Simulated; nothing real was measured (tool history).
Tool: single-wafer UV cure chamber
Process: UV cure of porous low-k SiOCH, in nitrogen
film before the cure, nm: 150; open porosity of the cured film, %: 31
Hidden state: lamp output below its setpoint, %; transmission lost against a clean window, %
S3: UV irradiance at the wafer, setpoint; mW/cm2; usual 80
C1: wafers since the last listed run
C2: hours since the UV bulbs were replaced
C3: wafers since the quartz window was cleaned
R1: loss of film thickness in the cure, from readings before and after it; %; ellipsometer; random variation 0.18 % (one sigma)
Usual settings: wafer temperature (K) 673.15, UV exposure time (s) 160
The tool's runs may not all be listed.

Run 1, day 0.000: usual settings but UV exposure time (s) 100, S3 93 mW/cm2; C1 0; C2 2570.7; C3 3178. Result: R1 11.111 %.
Run 2, day 0.662: usual settings but UV exposure time (s) 100, S3 93 mW/cm2; C1 83; C2 2586.6; C3 3262. Result: R1 10.971 %.
Run 3, day 1.992: usual settings but UV exposure time (s) 100, S3 93 mW/cm2; C1 168; C2 2618.5; C3 3430. Result: R1 11.070 %.
Run 4, day 2.475: usual settings but wafer temperature (K) 679.15, S3 57 mW/cm2; C1 61; C2 2630.1; C3 3491. Result: R1 10.564 %.
Run 5, day 3.212: usual settings but wafer temperature (K) 679.15, S3 57 mW/cm2; C1 93; C2 2647.8; C3 3584. Result: R1 10.630 %.
Run 6, day 3.638: usual settings but wafer temperature (K) 679.15, S3 57 mW/cm2; C1 53; C2 2658.0; C3 3638. Result: R1 10.884 %.
At day 4.171: UV bulbs replaced.
Run 7, day 4.192: usual settings; C1 27; C2 0.5; C3 3666. Result: R1 12.381 %.
At day 4.654: quartz window cleaned.
Run 8, day 4.712: usual settings; C1 23; C2 13.0; C3 7. Result: R1 12.690 %.
Run 9, day 5.246: usual settings; C1 67; C2 25.8; C3 74. Result: R1 12.448 %.
Run 10, day 5.742: usual settings but wafer temperature (K) 664.15, UV exposure time (s) 215, S3 64 mW/cm2; C1 62; C2 37.7; C3 137. Result: R1 12.676 %.
Run 11, day 6.479: usual settings but wafer temperature (K) 686.15, UV exposure time (s) 225, S3 92 mW/cm2; C1 93; C2 55.4; C3 230. Result: R1 15.809 %.
Run 12, day 6.842: usual settings but wafer temperature (K) 688.15, UV exposure time (s) 245, S3 54 mW/cm2; C1 45; C2 64.1; C3 276. Result: R1 13.060 %.
Run 13, day 8.875: usual settings but wafer temperature (K) 664.15; C1 257; C2 112.9; C3 533. Result: R1 12.715 %.
Run 14, day 9.167: usual settings but UV exposure time (s) 185, S3 110 mW/cm2; C1 36; C2 119.9; C3 570. Result: R1 14.980 %.
Run 15, day 9.583: usual settings; C1 52; C2 129.9; C3 623. Result: R1 12.343 %.
Run 16, day 9.904: usual settings; C1 40; C2 137.6; C3 664. Result: R1 12.465 %.

Forecast each of these 4 alternatives for the next run:
Run A, day 9.925: usual settings but S3 107 mW/cm2; C1 2; C2 138.1; C3 666. Result: R1 ?.
Run B, day 9.925: usual settings but UV exposure time (s) 225, S3 70 mW/cm2; C1 2; C2 138.1; C3 666. Result: R1 ?.
Run C, day 9.925: usual settings but S3 112 mW/cm2; C1 2; C2 138.1; C3 666. Result: R1 ?.
Run D, day 9.925: usual settings but UV exposure time (s) 95; C1 2; C2 138.1; C3 666. Result: R1 ?.

run      R1
  A  13.824
  B  13.389
  C  14.064
  D   9.703
Without the tool's hidden state the same runs would have given:
run      R1
  A  13.824
  B  13.389
  C  14.064
  D   9.703
